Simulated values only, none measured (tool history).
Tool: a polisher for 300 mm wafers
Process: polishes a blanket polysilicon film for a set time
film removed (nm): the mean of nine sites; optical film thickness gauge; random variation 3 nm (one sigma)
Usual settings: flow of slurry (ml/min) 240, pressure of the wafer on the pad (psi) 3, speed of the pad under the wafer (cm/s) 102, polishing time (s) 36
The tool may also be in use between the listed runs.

| run | hour | flow of slurry (ml/min) | pressure of the wafer on the pad (psi) | speed of the pad under the wafer (cm/s) | polishing time (s) | wafers since the last listed run | wafers polished on this pad | hours since the slurry nozzle was cleaned | hours since the head pressure was calibrated | incoming thickness of the incoming film, nm | film removed (nm) |
|---|---|---|---|---|---|---|---|---|---|---|---|
| 1 | 0 | 240 | 3 | 102 | 30 | 0 | 619 | 84.4 | 783.7 | 2339.5 | 261.3 |
| 2 | 10.9 | 240 | 3 | 102 | 30 | 121 | 740 | 95.3 | 794.6 | 2366.2 | 258.7 |
| 3 | 17.1 | 240 | 3 | 102 | 36 | 68 | 809 | 101.5 | 800.8 | 2391.2 | 309.8 |
| 4 | 24 | 240 | 3 | 102 | 36 | 76 | 885 | 108.4 | 807.7 | 2377.1 | 312.5 |
| 5 | 34.3 | 240 | 3 | 102 | 36 | 114 | 1000 | 118.7 | 818 | 2357.7 | 311.4 |
| 6 | 41.1 | 240 | 3 | 86 | 36 | 75 | 1075 | 125.5 | 824.8 | 2366.1 | 263.1 |
| 7 | 57.3 | 240 | 3 | 86 | 36 | 180 | 1255 | 141.7 | 841 | 2385.6 | 264.3 |
|  | 70 | worn pad replaced by a new one |
| 8 | 70.5 | 260 | 3 | 82 | 36 | 102 | 6 | 154.9 | 854.2 | 2400.1 | 252.5 |
| 9 | 83.8 | 260 | 3 | 82 | 36 | 147 | 153 | 168.2 | 867.5 | 2380.6 | 250.9 |
| 10 | 94.7 | 240 | 3 | 76 | 36 | 121 | 274 | 179.1 | 878.4 | 2378.6 | 233.8 |
| 11 | 117.4 | 240 | 3 | 76 | 36 | 252 | 527 | 201.8 | 901.1 | 2370.4 | 233.9 |
| 12 | 134 | 240 | 3.5 | 102 | 36 | 184 | 711 | 218.4 | 917.7 | 2371.1 | 360.9 |
| 13 | 151.2 | 275 | 3 | 102 | 36 | 191 | 902 | 235.6 | 934.9 | 2325.3 | 314 |
| 14 | 168.5 | 240 | 3 | 102 | 36 | 192 | 1095 | 252.9 | 952.2 | 2355.3 | 312.1 |
|  | 183.2 | worn pad replaced by a new one |
| 15 | 183.7 | 300 | 3.7 | 68 | 39 | 124 | 5 | 268.1 | 967.4 | 2394.2 | 281.3 |
| 16 | 193.5 | 240 | 3 | 102 | 36 | 108 | 114 | 277.9 | 977.2 | 2337.1 | 310.9 |
| 17 | 208.7 | 270 | 3 | 102 | 36 | 168 | 283 | 293.1 | 992.4 | 2333.6 | 315 |
|  | 216.3 | head pressure recalibrated |
| 18 | 216.8 | 195 | 3 | 124 | 25 | 67 | 351 | 301.2 | 0.5 | 2385.6 | 257 |
| 19 | 228.5 | 265 | 3.7 | 70 | 36 | 130 | 481 | 312.9 | 12.2 | 2403.1 | 265.8 |
| 20 | 238.7 | 240 | 3 | 112 | 36 | 113 | 594 | 323.1 | 22.4 | 2378.5 | 343.8 |
| 21 | 256 | 155 | 3.9 | 118 | 36 | 192 | 787 | 340.4 | 39.7 | 2366.5 | 436.5 |
| 22 | 270.5 | 240 | 2 | 102 | 32 | 161 | 948 | 354.9 | 54.2 | 2364.9 | 183.9 |
| 23 | 281.2 | 200 | 3 | 70 | 36 | 118 | 1067 | 365.6 | 64.9 | 2366.1 | 207.1 |
| 24 | 294.2 | 195 | 3 | 124 | 25 | 144 | 1211 | 378.6 | 77.9 | 2362.8 | 252.5 |
| 25 | 308 | 170 | 3.9 | 102 | 49 | 153 | 1364 | 392.4 | 91.7 | 2381.3 | 518.5 |
|  | 319.5 | slurry nozzle cleaned |
|  | 327.1 | worn pad replaced by a new one |
| 26 | 349 | 240 | 3 | 102 | 36 | 400 | 243 | 29.5 | 132.7 | 2329 | 311.3 |
| 27 | 363.4 | 240 | 2.7 | 128 | 36 | 160 | 403 | 43.9 | 147.1 | 2321 | 344 |
| 28 | 376 | 155 | 3.9 | 118 | 36 | 140 | 543 | 56.5 | 159.7 | 2349 | 432.3 |
| 29 | 382.2 | 240 | 3 | 72 | 36 | 68 | 612 | 62.7 | 165.9 | 2374.1 | 218.5 |
| 30 | 391.8 | 240 | 3 | 102 | 36 | 106 | 719 | 72.3 | 175.5 | 2385.4 | 312.2 |
| 31 | 406.7 | 315 | 2.2 | 122 | 36 | 165 | 885 | 87.2 | 190.4 | 2383.7 | 276 |
| 32 | 422.8 | 300 | 2.3 | 66 | 46 | 178 | 1063 | 103.3 | 206.5 | 2339.1 | 203.4 |
| 33 | 466 | 240 | 3 | 102 | 36 | 480 | 1544 | 146.5 | 249.7 | 2367.5 | 313.5 |
|  | 474.9 | worn pad replaced by a new one |
| 34 | 475.4 | 290 | 3 | 84 | 31 | 60 | 5 | 155.9 | 259.1 | 2399.3 | 225.5 |
| 35 | 489.1 | 240 | 3 | 102 | 48 | 152 | 157 | 169.6 | 272.8 | 2376.9 | 417.5 |
| 36 | 501.8 | 280 | 3 | 102 | 47 | 141 | 299 | 182.3 | 285.5 | 2373.3 | 419.8 |
| 37 | 508.1 | 215 | 2.6 | 102 | 36 | 70 | 369 | 188.6 | 291.8 | 2360.4 | 261.5 |

How the hidden state differs across the entries between the runs, from the last listed run before each to the first after it:
Between runs 7 and 8: worn pad replaced by a new one (hour 70)
  no hidden state differs between the two runs
Between runs 14 and 15: worn pad replaced by a new one (hour 183.2)
  no hidden state differs between the two runs
Between runs 17 and 18: head pressure recalibrated (hour 216.3)
  no hidden state differs between the two runs
Between runs 25 and 26: slurry nozzle cleaned (hour 319.5); worn pad replaced by a new one (hour 327.1)
  no hidden state differs between the two runs
Between runs 33 and 34: worn pad replaced by a new one (hour 474.9)
  no hidden state differs between the two runs
